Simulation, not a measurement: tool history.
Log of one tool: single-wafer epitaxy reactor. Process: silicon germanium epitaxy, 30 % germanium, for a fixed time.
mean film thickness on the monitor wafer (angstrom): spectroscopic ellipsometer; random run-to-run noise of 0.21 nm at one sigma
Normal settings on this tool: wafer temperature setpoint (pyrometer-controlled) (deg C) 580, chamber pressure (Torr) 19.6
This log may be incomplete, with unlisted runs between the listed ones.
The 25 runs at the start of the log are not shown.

run   hour  wafer temperature setpoint (pyrometer-controlled) (deg C)  chamber pressure (Torr)  read-back reference wafer on the same gauge, thickness_nm  mean film thickness on the monitor wafer (angstrom)
 26  383.9                                                        570                     23.1                                                     46.172                                               396.79
 27  391.2                                                        585                     15.2                                                     46.071                                               423.44
 28  402.1                                                        580                     19.6                                                     46.122                                               437.51
 29  418.1                                                        580                     18.1                                                     46.084                                               424.71
 30  433.4                                                        580                     19.6                                                     46.097                                               437.18
 31  440.7                                                        575                     20.9                                                     46.073                                               413.12
 32  466.9                                                        580                     19.6                                                     46.061                                               435.94
 33  474.8                                                        580                     17.8                                                     46.082                                               415.30
 34  481.2                                                        592                     16.2                                                     46.081                                               488.40
 35  495.9                                                        580                     19.6                                                     46.108                                               439.29
 36  502.7                                                        580                     19.6                                                     46.092                                               429.22

3 options for the next run, each taken on its own from the tool as it stands now. Forecast them:
  A  503.1                                                        568                     19.6                                                          ?                                                    ?
  B  503.1                                                        595                     14.7                                                          ?                                                    ?
  C  503.1                                                        566                     15.6                                                          ?                                                    ?

run  read-back reference wafer on the same gauge, thickness_nm  mean film thickness on the monitor wafer (angstrom)
  A                                                     46.064                                               352.27
  B                                                     46.064                                               488.55
  C                                                     46.064                                               307.82
With no hidden state in the tool, these same runs would have given:
run  mean film thickness on the monitor wafer (angstrom)
  A                                               355.46
  B                                               492.74
  C                                               310.63
